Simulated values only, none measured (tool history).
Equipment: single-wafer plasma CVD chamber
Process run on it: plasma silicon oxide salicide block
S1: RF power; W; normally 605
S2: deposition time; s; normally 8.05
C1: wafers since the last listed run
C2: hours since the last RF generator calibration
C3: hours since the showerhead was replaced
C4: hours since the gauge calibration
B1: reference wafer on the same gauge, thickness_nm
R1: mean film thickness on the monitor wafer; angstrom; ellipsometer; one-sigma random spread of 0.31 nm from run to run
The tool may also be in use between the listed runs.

run   hour   S1    S2    C1      C2      C3     C4      B1      R1
  1      0  605  8.05     0   422.4  5272.8  126.2  74.584  776.06
  2   53.6  605  8.05  1054     476  5326.4  179.8  74.642  767.91
  3  115.2  605  8.05  1212   537.6    5388  241.4  74.583  772.71
  4  151.6  670  8.05   716     574  5424.4  277.8  74.623  799.31
  5  199.8  605  8.05   948   622.2  5472.6    326  74.586  771.24
  6    243  605  8.05   850   665.4  5515.8  369.2  74.549  771.57
  7  277.1  605  8.05   671   699.5  5549.9  403.3  74.619  775.74
  8  333.3  525  8.05  1106   755.7  5606.1  459.5  74.705  741.75
  9  394.4  605  8.05  1202   816.8  5667.2  520.6  74.699   765.3
 10  464.3  605  8.05  1375   886.7  5737.1  590.5  74.472  768.93
     520.7  -- showerhead replaced
 11  521.5  605     7   968   943.9     0.8  647.7  74.574  671.75
 12  592.6  670  6.48  1399    1015    71.9  718.8  74.662   641.4
 13  657.4  565  8.92  1275  1079.8   136.7  783.6  74.572  839.56

The next listed run, before its measurement:
 14  691.1  700  8.54  663  1113.5  170.4  817.3   ?   ?

Run 14 came out at B1 74.54, R1 851.74 angstrom.
If the tool had no hidden condition, the same run with the same run-to-run variation would have returned R1 851.74 angstrom.
